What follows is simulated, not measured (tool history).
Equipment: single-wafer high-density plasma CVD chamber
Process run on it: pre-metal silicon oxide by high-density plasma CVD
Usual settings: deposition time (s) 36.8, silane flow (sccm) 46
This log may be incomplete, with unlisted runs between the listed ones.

| run | hour | deposition time (s) | silane flow (sccm) | read-back reference wafer on the same gauge, thickness_nm | mean film thickness on the monitor wafer (nm) |
|---|---|---|---|---|---|
| 1 | 0 | 36.8 | 46 | 169.958 | 163.995 |
| 2 | 57.7 | 36.8 | 46 | 170.014 | 164.195 |
| 3 | 103 | 36.8 | 46 | 170.077 | 163.709 |
| 4 | 163 | 36.8 | 52 | 169.995 | 184.904 |
| 5 | 201.6 | 33.5 | 46 | 170.11 | 149.032 |
| 6 | 242.4 | 33.5 | 46 | 170.028 | 148.227 |
| 7 | 269.9 | 33.5 | 46 | 170.018 | 148.659 |
| 8 | 304.2 | 32.2 | 46 | 169.957 | 142.58 |
| 9 | 335 | 32.2 | 46 | 169.977 | 142.226 |
| 10 | 379 | 32.2 | 46 | 169.964 | 142.917 |
| 11 | 403.2 | 36.8 | 50 | 169.977 | 177.422 |
| 12 | 462.7 | 36.8 | 46 | 170.003 | 162.45 |
| 13 | 514.6 | 36.8 | 46 | 170.041 | 161.882 |
| 14 | 578.9 | 36.8 | 46 | 169.989 | 160.874 |
| 15 | 603 | 38.4 | 46 | 170.019 | 168.349 |
| 16 | 660.8 | 36.8 | 46 | 170.062 | 161.583 |
| 17 | 694.9 | 36.8 | 46 | 169.978 | 160.802 |
| 18 | 745.1 | 36.8 | 46 | 170.034 | 161.529 |
| 19 | 787.8 | 43.1 | 52 | 170.022 | 212.081 |
|  | 804.7 | gauge calibrated |
| 20 | 847.7 | 33.2 | 46 | 169.942 | 144.766 |
| 21 | 917.3 | 36.8 | 54 | 170.084 | 187.332 |
| 22 | 951.4 | 31 | 37 | 170.009 | 108.096 |
| 23 | 1003 | 36.8 | 46 | 170.076 | 159.038 |
|  | 1096.3 | silane flow controller replaced |
| 24 | 1149.3 | 36.8 | 46 | 169.969 | 173.468 |
| 25 | 1293.4 | 32.4 | 50 | 170.005 | 166.82 |
| 26 | 1320.1 | 33 | 46 | 169.967 | 155.838 |
|  | 1361 | silane flow controller replaced, repeated, since the last time left the tool worse |
| 27 | 1380.5 | 36.8 | 38 | 169.987 | 135.63 |
| 28 | 1442.4 | 33.6 | 38 | 169.952 | 123.872 |
| 29 | 1485.5 | 29.4 | 54 | 170.015 | 154.077 |
| 30 | 1525.3 | 41.8 | 38 | 170.026 | 154.52 |
| 31 | 1568.7 | 42.6 | 41 | 170.001 | 169.604 |
| 32 | 1596 | 33.3 | 46 | 169.968 | 148.754 |
| 33 | 1665.4 | 40.3 | 46 | 170.024 | 180.228 |
| 34 | 1719.2 | 36.8 | 42 | 170.031 | 150.053 |

Run-by-run hidden state of the tool:
gauge reads high (%): 0 at every run
H1: delivered silane flow above the setpoint (%)
| run | H1 |
|---|---|
| 1 | -0.442 |
| 2 | -0.532 |
| 3 | -0.607 |
| 4 | -0.712 |
| 5 | -0.784 |
| 6 | -0.862 |
| 7 | -0.917 |
| 8 | -0.987 |
| 9 | -1.05 |
| 10 | -1.15 |
| 11 | -1.2 |
| 12 | -1.34 |
| 13 | -1.46 |
| 14 | -1.63 |
| 15 | -1.69 |
| 16 | -1.84 |
| 17 | -1.94 |
| 18 | -2.08 |
| 19 | -2.21 |
| 20 | -2.39 |
| 21 | -2.61 |
| 22 | -2.72 |
| 23 | -2.89 |
| 24 | 5.75 |
| 25 | 5.71 |
| 26 | 5.7 |
| 27 | 0.0361 |
| 28 | 0.0302 |
| 29 | 0.0219 |
| 30 | 0.0112 |
| 31 | -0.0039 |
| 32 | -0.0152 |
| 33 | -0.0502 |
| 34 | -0.0835 |
